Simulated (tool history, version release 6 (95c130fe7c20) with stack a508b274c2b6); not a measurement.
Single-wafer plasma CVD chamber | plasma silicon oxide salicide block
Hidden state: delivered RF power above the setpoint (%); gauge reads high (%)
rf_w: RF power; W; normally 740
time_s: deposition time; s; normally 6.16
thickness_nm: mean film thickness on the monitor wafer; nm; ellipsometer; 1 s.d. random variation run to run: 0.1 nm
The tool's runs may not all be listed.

| run | day | rf_w | time_s | wafers since the last listed run | hours since the last RF generator calibration | hours since the showerhead was replaced | hours since the gauge calibration | read-back reference wafer on the same gauge, thickness_nm | thickness_nm |
|---|---|---|---|---|---|---|---|---|---|
| 1 | 0 | 740 | 6.16 | 0 | 2236.7 | 7848.6 | 68.2 | 71.585 | 67.207 |
| 2 | 0.733 | 740 | 6.16 | 528 | 2254.3 | 7866.2 | 85.8 | 71.614 | 67.076 |
| 3 | 1.104 | 740 | 6.16 | 267 | 2263.2 | 7875.1 | 94.7 | 71.628 | 67.241 |
| 4 | 1.388 | 640 | 6.16 | 204 | 2270 | 7881.9 | 101.5 | 71.593 | 65.088 |
|  | 1.5 | gauge calibrated |
| 5 | 1.712 | 640 | 6.16 | 234 | 2277.8 | 7889.7 | 5.1 | 71.595 | 64.926 |
| 6 | 2.396 | 640 | 6.16 | 492 | 2294.2 | 7906.1 | 21.5 | 71.592 | 64.974 |
|  | 2.908 | showerhead replaced |
| 7 | 2.929 | 740 | 6.16 | 144 | 2307 | 0.5 | 34.3 | 71.601 | 67.377 |
| 8 | 3.983 | 740 | 6.16 | 760 | 2332.3 | 25.8 | 59.6 | 71.611 | 67.315 |
| 9 | 4.496 | 870 | 5.53 | 369 | 2344.6 | 38.1 | 71.9 | 71.633 | 62.676 |
|  | 5.062 | RF generator calibrated |
| 10 | 5.083 | 850 | 6.16 | 183 | 0.5 | 52.2 | 86 | 71.602 | 69.385 |
| 11 | 5.525 | 780 | 6.79 | 318 | 11.1 | 62.8 | 96.6 | 71.605 | 75.098 |
|  | 5.746 | gauge calibrated |
| 12 | 6.004 | 800 | 6.91 | 345 | 22.6 | 74.3 | 6.2 | 71.585 | 76.996 |
| 13 | 6.325 | 840 | 7.17 | 231 | 30.3 | 82 | 13.9 | 71.607 | 80.518 |
| 14 | 7.017 | 700 | 5.77 | 498 | 46.9 | 98.6 | 30.5 | 71.615 | 62.207 |
| 15 | 7.529 | 805 | 6.74 | 369 | 59.2 | 110.9 | 42.8 | 71.611 | 75.055 |
| 16 | 8.138 | 740 | 6.16 | 438 | 73.8 | 125.5 | 57.4 | 71.589 | 67.411 |

Across each entry between runs, compare the hidden state at the last listed run before it with the hidden state at the first listed run after it:
After run 4, before run 5: gauge calibrated (day 1.5)
  the hidden state is the same at both runs
After run 6, before run 7: showerhead replaced (day 2.908)
  the hidden state is the same at both runs
After run 9, before run 10: RF generator calibrated (day 5.062)
  the hidden state is the same at both runs
After run 11, before run 12: gauge calibrated (day 5.746)
  the hidden state is the same at both runs

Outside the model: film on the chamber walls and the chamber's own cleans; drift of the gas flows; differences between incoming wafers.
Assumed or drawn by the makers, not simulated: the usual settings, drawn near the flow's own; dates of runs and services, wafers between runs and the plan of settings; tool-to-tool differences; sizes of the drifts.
